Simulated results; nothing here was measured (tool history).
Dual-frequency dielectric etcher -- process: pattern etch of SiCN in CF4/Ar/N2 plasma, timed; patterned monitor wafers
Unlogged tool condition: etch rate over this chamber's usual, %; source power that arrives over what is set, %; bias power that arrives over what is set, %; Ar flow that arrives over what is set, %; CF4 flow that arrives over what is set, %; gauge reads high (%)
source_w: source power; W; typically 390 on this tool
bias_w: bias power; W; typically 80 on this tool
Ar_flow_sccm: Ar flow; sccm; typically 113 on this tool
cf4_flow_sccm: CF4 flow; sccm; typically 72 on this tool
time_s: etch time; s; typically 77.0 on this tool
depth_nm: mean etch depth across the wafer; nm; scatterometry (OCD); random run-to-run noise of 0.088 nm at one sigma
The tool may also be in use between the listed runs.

run	hour	source_w	bias_w	Ar_flow_sccm	cf4_flow_sccm	time_s	wafers since the last listed run	hours since the last wet clean	hours since the last source power generator calibration	hours since the last bias power generator calibration	hours since the last Ar flow controller change	hours since the last CF4 flow controller change	hours since the last upper electrode change	hours since the gauge calibration	read-back reference wafer on the same gauge, depth_nm	depth_nm
1	0.0	390	80	113	72	77.0	0	171.5	2205.0	1345.7	1489.7	4845.5	2143.2	203.3	50.4	57.7
2	24.0	390	66	113	72	77.0	288	195.5	2229.0	1369.7	1513.7	4869.5	2167.2	227.3	50.4	52.4
3	52.9	390	66	113	72	77.0	347	224.4	2257.9	1398.6	1542.6	4898.4	2196.1	256.2	50.4	52.5
4	85.2	390	66	113	72	77.0	388	256.7	2290.2	1430.9	1574.9	4930.7	2228.4	288.5	50.4	52.6
5	115.8	390	80	113	72	77.0	367	287.3	2320.8	1461.5	1605.5	4961.3	2259.0	319.1	50.4	57.8
6	128.5	390	80	113	72	77.0	152	300.0	2333.5	1474.2	1618.2	4974.0	2271.7	331.8	50.4	57.8
7	150.4	390	80	113	72	77.0	263	321.9	2355.4	1496.1	1640.1	4995.9	2293.6	353.7	50.4	57.8
8	164.4	470	80	113	59	77.0	168	335.9	2369.4	1510.1	1654.1	5009.9	2307.6	367.7	50.4	64.3
9	197.3	290	67	91	72	77.0	395	368.8	2402.3	1543.0	1687.0	5042.8	2340.5	400.6	50.4	45.1
# hour 230.3: CF4 flow controller replaced
10	230.8	390	80	113	72	77.0	330	402.3	2435.8	1576.5	1720.5	0.5	2374.0	434.1	50.4	57.8
# hour 312.4: source power generator calibrated
11	312.9	390	70	96	65	66.0	938	484.4	0.5	1658.6	1802.6	82.6	2456.1	516.2	50.4	48.6
# hour 320.1: gauge calibrated
# hour 326.8: Ar flow controller replaced
# hour 332.7: bias power generator calibrated
# hour 344.0: upper electrode replaced
# hour 346.3: wet clean of the chamber
12	375.9	390	80	113	57	77.0	474	29.6	63.5	43.2	49.1	145.6	31.9	55.8	50.4	57.4
13	409.1	430	80	113	72	77.0	399	62.8	96.7	76.4	82.3	178.8	65.1	89.0	50.4	62.6
14	466.2	450	63	102	72	65.5	686	119.9	153.8	133.5	139.4	235.9	122.2	146.1	50.4	49.6
15	478.3	390	80	113	72	77.0	145	132.0	165.9	145.6	151.5	248.0	134.3	158.2	50.4	58.4
16	527.8	390	80	113	55	77.0	594	181.5	215.4	195.1	201.0	297.5	183.8	207.7	50.4	57.0

What if the next run were any one of these 5? Each begins from the tool's condition after run 16:
A	528.2	390	62	113	72	77.0	4	181.9	215.8	195.5	201.4	297.9	184.2	208.1	?	?
B	528.2	350	63	122	72	77.0	4	181.9	215.8	195.5	201.4	297.9	184.2	208.1	?	?
C	528.2	390	80	113	72	88.0	4	181.9	215.8	195.5	201.4	297.9	184.2	208.1	?	?
D	528.2	390	80	113	87	89.0	4	181.9	215.8	195.5	201.4	297.9	184.2	208.1	?	?
E	528.2	390	80	113	72	63.5	4	181.9	215.8	195.5	201.4	297.9	184.2	208.1	?	?

run	read-back reference wafer on the same gauge, depth_nm	depth_nm
A	50.4	51.6
B	50.4	47.9
C	50.4	66.8
D	50.4	68.8
E	50.4	48.2
What these runs would have given with no unlogged condition in the tool:
run	depth_nm
A	51.9
B	48.2
C	67.2
D	69.2
E	48.5
